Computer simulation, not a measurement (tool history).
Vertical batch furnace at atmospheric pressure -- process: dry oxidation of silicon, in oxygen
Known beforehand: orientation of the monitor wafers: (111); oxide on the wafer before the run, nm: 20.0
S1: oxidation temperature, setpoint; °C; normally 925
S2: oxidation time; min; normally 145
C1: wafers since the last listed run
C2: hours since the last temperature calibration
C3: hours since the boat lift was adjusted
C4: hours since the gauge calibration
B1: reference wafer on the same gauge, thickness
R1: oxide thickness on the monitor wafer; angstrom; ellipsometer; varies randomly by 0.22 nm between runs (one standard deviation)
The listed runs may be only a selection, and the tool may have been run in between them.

{"run": 1, "day": 0.0, "S1": 925, "S2": 145, "C1": 0, "C2": 5263.4, "C3": 4739.5, "C4": 437.7, "B1": 68.45, "R1": 772.1}
{"run": 2, "day": 0.788, "S1": 925, "S2": 145, "C1": 174, "C2": 5282.3, "C3": 4758.4, "C4": 456.6, "B1": 68.54, "R1": 775.5}
{"run": 3, "day": 2.133, "S1": 925, "S2": 145, "C1": 298, "C2": 5314.6, "C3": 4790.7, "C4": 488.9, "B1": 68.55, "R1": 776.4}
{"run": 4, "day": 2.688, "S1": 925, "S2": 145, "C1": 123, "C2": 5327.9, "C3": 4804, "C4": 502.2, "B1": 68.47, "R1": 773}
{"run": 5, "day": 3.721, "S1": 925, "S2": 145, "C1": 229, "C2": 5352.7, "C3": 4828.8, "C4": 527, "B1": 68.51, "R1": 776.5}
{"run": 6, "day": 4.796, "S1": 925, "S2": 145, "C1": 238, "C2": 5378.5, "C3": 4854.6, "C4": 552.8, "B1": 68.48, "R1": 775.5}
{"run": 7, "day": 5.829, "S1": 925, "S2": 145, "C1": 229, "C2": 5403.3, "C3": 4879.4, "C4": 577.6, "B1": 68.53, "R1": 775.9}
{"run": 8, "day": 6.421, "S1": 937, "S2": 145, "C1": 131, "C2": 5417.5, "C3": 4893.6, "C4": 591.8, "B1": 68.47, "R1": 846.2}
{"run": 9, "day": 7.796, "S1": 905, "S2": 145, "C1": 305, "C2": 5450.5, "C3": 4926.6, "C4": 624.8, "B1": 68.47, "R1": 663.4}
{"run": 10, "day": 9.212, "S1": 905, "S2": 145, "C1": 314, "C2": 5484.5, "C3": 4960.6, "C4": 658.8, "B1": 68.53, "R1": 659.2}
{"run": 11, "day": 10.438, "S1": 914, "S2": 145, "C1": 271, "C2": 5513.9, "C3": 4990, "C4": 688.2, "B1": 68.51, "R1": 707.4}
{"run": 12, "day": 11.033, "S1": 914, "S2": 145, "C1": 132, "C2": 5528.2, "C3": 5004.3, "C4": 702.5, "B1": 68.54, "R1": 706.7}
{"run": 13, "day": 11.729, "S1": 914, "S2": 145, "C1": 154, "C2": 5544.9, "C3": 5021, "C4": 719.2, "B1": 68.47, "R1": 710.2}
{"run": 14, "day": 13.104, "S1": 916, "S2": 185.5, "C1": 305, "C2": 5577.9, "C3": 5054, "C4": 752.2, "B1": 68.43, "R1": 832.6}
{"run": 15, "day": 14.517, "S1": 941, "S2": 145, "C1": 313, "C2": 5611.8, "C3": 5087.9, "C4": 786.1, "B1": 68.52, "R1": 873.9}
{"run": 16, "day": 15.533, "S1": 941, "S2": 145, "C1": 225, "C2": 5636.2, "C3": 5112.3, "C4": 810.5, "B1": 68.53, "R1": 867.8}
{"run": 17, "day": 16.038, "S1": 941, "S2": 145, "C1": 111, "C2": 5648.3, "C3": 5124.4, "C4": 822.6, "B1": 68.53, "R1": 871.5}
{"day": 17.896, "done": "thermocouples replaced and temperature profile calibrated"}
{"run": 18, "day": 17.917, "S1": 925, "S2": 95.5, "C1": 195, "C2": 0.5, "C3": 5169.5, "C4": 867.7, "B1": 68.52, "R1": 609.1}
{"day": 19.212, "done": "gauge calibrated"}
{"run": 19, "day": 19.417, "S1": 909, "S2": 87.5, "C1": 332, "C2": 36.5, "C3": 5205.5, "C4": 4.9, "B1": 68.52, "R1": 519.1}
{"run": 20, "day": 20.592, "S1": 911, "S2": 145, "C1": 260, "C2": 64.7, "C3": 5233.7, "C4": 33.1, "B1": 68.5, "R1": 688.9}
{"run": 21, "day": 24.483, "S1": 925, "S2": 145, "C1": 863, "C2": 158.1, "C3": 5327.1, "C4": 126.5, "B1": 68.55, "R1": 774.3}
{"run": 22, "day": 24.996, "S1": 925, "S2": 145, "C1": 113, "C2": 170.4, "C3": 5339.4, "C4": 138.8, "B1": 68.43, "R1": 773}
{"run": 23, "day": 26.008, "S1": 939, "S2": 187.5, "C1": 224, "C2": 194.7, "C3": 5363.7, "C4": 163.1, "B1": 68.53, "R1": 1004.3}
{"run": 24, "day": 27.346, "S1": 944, "S2": 145, "C1": 296, "C2": 226.8, "C3": 5395.8, "C4": 195.2, "B1": 68.48, "R1": 888.5}
{"run": 25, "day": 28.092, "S1": 925, "S2": 145, "C1": 165, "C2": 244.7, "C3": 5413.7, "C4": 213.1, "B1": 68.55, "R1": 774.1}
{"run": 26, "day": 29.129, "S1": 947, "S2": 145, "C1": 230, "C2": 269.6, "C3": 5438.6, "C4": 238, "B1": 68.48, "R1": 905.7}
{"run": 27, "day": 29.833, "S1": 941, "S2": 145, "C1": 156, "C2": 286.5, "C3": 5455.5, "C4": 254.9, "B1": 68.5, "R1": 870.9}
{"day": 31.696, "done": "boat lift adjusted"}
{"run": 28, "day": 31.717, "S1": 925, "S2": 145, "C1": 196, "C2": 331.7, "C3": 0.5, "C4": 300.1, "B1": 68.5, "R1": 777}
{"run": 29, "day": 31.992, "S1": 917, "S2": 199.5, "C1": 61, "C2": 338.3, "C3": 7.1, "C4": 306.7, "B1": 68.52, "R1": 874.2}
{"run": 30, "day": 33.067, "S1": 907, "S2": 204.5, "C1": 238, "C2": 364.1, "C3": 32.9, "C4": 332.5, "B1": 68.57, "R1": 816.5}
{"run": 31, "day": 34.2, "S1": 914, "S2": 77.5, "C1": 251, "C2": 391.3, "C3": 60.1, "C4": 359.7, "B1": 68.53, "R1": 504.5}
{"run": 32, "day": 35.538, "S1": 944, "S2": 195.5, "C1": 296, "C2": 423.4, "C3": 92.2, "C4": 391.8, "B1": 68.57, "R1": 1056.3}
{"run": 33, "day": 36.921, "S1": 942, "S2": 164.5, "C1": 307, "C2": 456.6, "C3": 125.4, "C4": 425, "B1": 68.54, "R1": 941.6}
{"run": 34, "day": 37.817, "S1": 911, "S2": 169, "C1": 198, "C2": 478.1, "C3": 146.9, "C4": 446.5, "B1": 68.51, "R1": 758.1}
{"run": 35, "day": 41.892, "S1": 925, "S2": 105.5, "C1": 904, "C2": 575.9, "C3": 244.7, "C4": 544.3, "B1": 68.5, "R1": 644.3}
{"run": 36, "day": 42.7, "S1": 925, "S2": 145, "C1": 179, "C2": 595.3, "C3": 264.1, "C4": 563.7, "B1": 68.5, "R1": 772.5}
{"run": 37, "day": 43.692, "S1": 941, "S2": 145, "C1": 220, "C2": 619.1, "C3": 287.9, "C4": 587.5, "B1": 68.54, "R1": 870.6}

Branching from run 37: 5 alternative next runs. What would each branch give?
{"run": "A", "day": 43.967, "S1": 925, "S2": 145, "C1": 61, "C2": 625.7, "C3": 294.5, "C4": 594.1, "B1": "?", "R1": "?"}
{"run": "B", "day": 43.967, "S1": 925, "S2": 120, "C1": 61, "C2": 625.7, "C3": 294.5, "C4": 594.1, "B1": "?", "R1": "?"}
{"run": "C", "day": 43.967, "S1": 912, "S2": 192.5, "C1": 61, "C2": 625.7, "C3": 294.5, "C4": 594.1, "B1": "?", "R1": "?"}
{"run": "D", "day": 43.967, "S1": 911, "S2": 174.5, "C1": 61, "C2": 625.7, "C3": 294.5, "C4": 594.1, "B1": "?", "R1": "?"}
{"run": "E", "day": 43.967, "S1": 915, "S2": 108, "C1": 61, "C2": 625.7, "C3": 294.5, "C4": 594.1, "B1": "?", "R1": "?"}

run=A B1=68.51 R1=771.4
run=B B1=68.51 R1=691.4
run=C B1=68.51 R1=818.8
run=D B1=68.51 R1=766.3
run=E B1=68.51 R1=603.1
What these runs would have given with no unlogged condition in the tool:
run=A R1=771.4
run=B R1=691.4
run=C R1=818.8
run=D R1=766.3
run=E R1=603.1
